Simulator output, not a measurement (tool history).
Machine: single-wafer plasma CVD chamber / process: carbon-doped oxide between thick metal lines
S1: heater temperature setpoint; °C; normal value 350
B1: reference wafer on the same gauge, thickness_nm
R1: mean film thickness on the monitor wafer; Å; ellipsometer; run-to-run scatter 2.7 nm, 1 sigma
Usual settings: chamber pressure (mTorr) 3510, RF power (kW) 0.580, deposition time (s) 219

Run 1, day 0.000: usual settings but S1 343 °C; B1 1151.214. Result: R1 12076.15 Å.
Run 2, day 0.604: usual settings; B1 1149.625. Result: R1 11870.34 Å.
Run 3, day 0.933: usual settings; B1 1148.475. Result: R1 11870.10 Å.
Run 4, day 1.208: usual settings but chamber pressure (mTorr) 2930; B1 1150.026. Result: R1 11599.78 Å.
At day 1.438: gauge calibrated.
Run 5, day 1.517: usual settings but chamber pressure (mTorr) 2930; B1 1150.643. Result: R1 11609.44 Å.
Run 6, day 2.154: usual settings but chamber pressure (mTorr) 2930; B1 1149.357. Result: R1 11615.49 Å.
At day 3.100: RF generator calibrated.
At day 3.338: capacitance manometer re-zeroed and calibrated.
Run 7, day 3.358: usual settings; B1 1150.383. Result: R1 12586.70 Å.
Run 8, day 3.567: usual settings; B1 1150.274. Result: R1 12585.15 Å.
At day 4.117: showerhead replaced.
Run 9, day 4.138: usual settings; B1 1149.930. Result: R1 12564.51 Å.
Run 10, day 5.025: usual settings but S1 354 °C; B1 1150.065. Result: R1 12399.64 Å.
At day 6.046: thermocouple changed; heater temperature recalibrated.
Run 11, day 6.067: usual settings; B1 1148.823. Result: R1 12568.51 Å.
Run 12, day 6.483: usual settings but chamber pressure (mTorr) 3000; B1 1150.358. Result: R1 12239.42 Å.
Run 13, day 7.158: usual settings but RF power (kW) 0.690; B1 1150.257. Result: R1 14278.64 Å.
At day 7.200: gauge calibrated.
Run 14, day 7.525: usual settings but S1 360 °C, chamber pressure (mTorr) 3030, RF power (kW) 0.550, deposition time (s) 243; B1 1149.126. Result: R1 12766.61 Å.
Run 15, day 8.146: usual settings but chamber pressure (mTorr) 2930; B1 1149.971. Result: R1 12197.92 Å.
Run 16, day 8.850: usual settings but chamber pressure (mTorr) 3000; B1 1149.854. Result: R1 12193.21 Å.
Run 17, day 9.150: usual settings; B1 1149.532. Result: R1 12503.57 Å.
Run 18, day 9.438: usual settings but RF power (kW) 0.620; B1 1149.426. Result: R1 13146.97 Å.
Run 19, day 9.825: usual settings but RF power (kW) 0.630; B1 1149.694. Result: R1 13256.54 Å.

Each row is a separate what-if for the run after 19, all from the same tool condition, not one after another. Results?
Run A, day 9.846: usual settings but RF power (kW) 0.650; B1 ?. Result: R1 ?.
Run B, day 9.846: usual settings but deposition time (s) 176; B1 ?. Result: R1 ?.
Run C, day 9.846: usual settings but S1 358 °C, chamber pressure (mTorr) 4050; B1 ?. Result: R1 ?.

run        B1        R1
  A  1149.992  13592.67
  B  1149.992  10026.18
  C  1149.992  12565.88
The same runs, with their run-to-run variation unchanged, on a tool lacking any hidden condition would have given:
run        R1
  A  13873.56
  B  10238.70
  C  12832.23
